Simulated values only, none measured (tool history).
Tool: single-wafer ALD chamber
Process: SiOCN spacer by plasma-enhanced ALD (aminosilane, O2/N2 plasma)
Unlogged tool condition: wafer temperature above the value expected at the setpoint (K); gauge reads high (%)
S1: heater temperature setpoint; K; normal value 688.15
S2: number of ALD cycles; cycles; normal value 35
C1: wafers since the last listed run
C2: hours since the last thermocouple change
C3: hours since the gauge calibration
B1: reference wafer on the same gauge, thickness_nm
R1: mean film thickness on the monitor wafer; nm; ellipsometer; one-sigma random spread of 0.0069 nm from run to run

run	day	S1	S2	C1	C2	C3	B1	R1
1	0.000	688.15	35	0	1221.5	1261.7	2.331	2.091
2	3.842	688.15	35	560	1313.7	1353.9	2.330	2.083
3	6.700	688.15	35	417	1382.3	1422.5	2.330	2.110
4	8.358	682.15	35	242	1422.1	1462.3	2.330	2.124
5	10.150	684.15	40	261	1465.1	1505.3	2.330	2.422
6	12.338	688.15	35	319	1517.6	1557.8	2.328	2.094
7	15.850	688.15	35	512	1601.9	1642.1	2.329	2.095
# day 19.008: gauge calibrated
8	19.254	676.15	31	496	1683.6	5.9	2.330	1.933
9	23.421	680.15	41	608	1783.6	105.9	2.328	2.520
10	26.733	694.15	35	483	1863.1	185.4	2.329	2.065
11	28.321	694.15	35	231	1901.2	223.5	2.329	2.064
12	29.846	681.15	35	222	1937.8	260.1	2.330	2.152
13	32.804	688.15	38	431	2008.8	331.1	2.330	2.292
14	35.146	688.15	38	341	2065.0	387.3	2.331	2.281
15	38.288	688.15	35	458	2140.4	462.7	2.328	2.104
16	42.438	688.15	35	605	2240.0	562.3	2.330	2.106
17	44.733	688.15	35	335	2295.1	617.4	2.331	2.107
18	47.950	688.15	35	469	2372.3	694.6	2.329	2.116
19	50.692	683.15	35	400	2438.1	760.4	2.329	2.129
20	54.725	683.15	35	588	2534.9	857.2	2.331	2.147
21	56.229	683.15	35	219	2571.0	893.3	2.329	2.139
22	60.629	688.15	35	642	2676.6	998.9	2.331	2.115
23	65.300	692.15	31	681	2788.7	1111.0	2.330	1.855
24	69.142	688.15	35	560	2880.9	1203.2	2.329	2.124
25	72.804	684.15	29	534	2968.8	1291.1	2.330	1.782
26	75.362	681.15	35	373	3030.2	1352.5	2.329	2.170
27	77.750	688.15	35	348	3087.5	1409.8	2.330	2.129
28	80.583	694.15	35	413	3155.5	1477.8	2.330	2.103
# day 81.908: thermocouple changed; heater temperature recalibrated
29	82.217	688.15	35	189	7.4	1517.0	2.330	2.082
30	84.021	679.15	35	263	50.7	1560.3	2.331	2.136
31	86.642	675.15	33	382	113.6	1623.2	2.329	2.051
32	90.562	680.15	42	572	207.7	1717.3	2.330	2.577
# day 93.029: gauge calibrated
33	93.667	680.15	32	453	282.2	15.3	2.332	1.947
34	96.375	674.15	30	395	347.2	80.3	2.329	1.859
35	98.550	699.15	38	317	399.4	132.5	2.330	2.202
36	102.296	683.15	29	546	489.3	222.4	2.328	1.750
37	104.596	688.15	35	335	544.5	277.6	2.330	2.097
38	107.892	677.15	35	480	623.6	356.7	2.332	2.153
39	111.067	679.15	38	463	699.8	432.9	2.329	2.314
40	114.550	679.15	38	508	783.4	516.5	2.328	2.316
41	116.121	681.15	40	229	821.1	554.2	2.330	2.426
42	117.696	682.15	32	229	858.9	592.0	2.330	1.948
43	120.488	702.15	41	407	925.9	659.0	2.330	2.366
44	124.075	677.15	39	523	1012.0	745.1	2.330	2.400

Hidden state at the last listed run before each entry between runs and at the first one after, where it differs:
Between runs 7 and 8: gauge calibrated (day 19.008)
  wafer temperature above the value expected at the setpoint (K): -0.947 -> -1.14
  measured value less the no-hidden-state value, R1: +0.006 -> +0.006 nm
Between runs 28 and 29: thermocouple changed; heater temperature recalibrated (day 81.908)
  wafer temperature above the value expected at the setpoint (K): -6.14 -> 0.554
  measured value less the no-hidden-state value, R1: +0.036 -> -0.003 nm
Between runs 32 and 33: gauge calibrated (day 93.029)
  wafer temperature above the value expected at the setpoint (K): 0.524 -> 0.498
  measured value less the no-hidden-state value, R1: -0.004 -> -0.002 nm
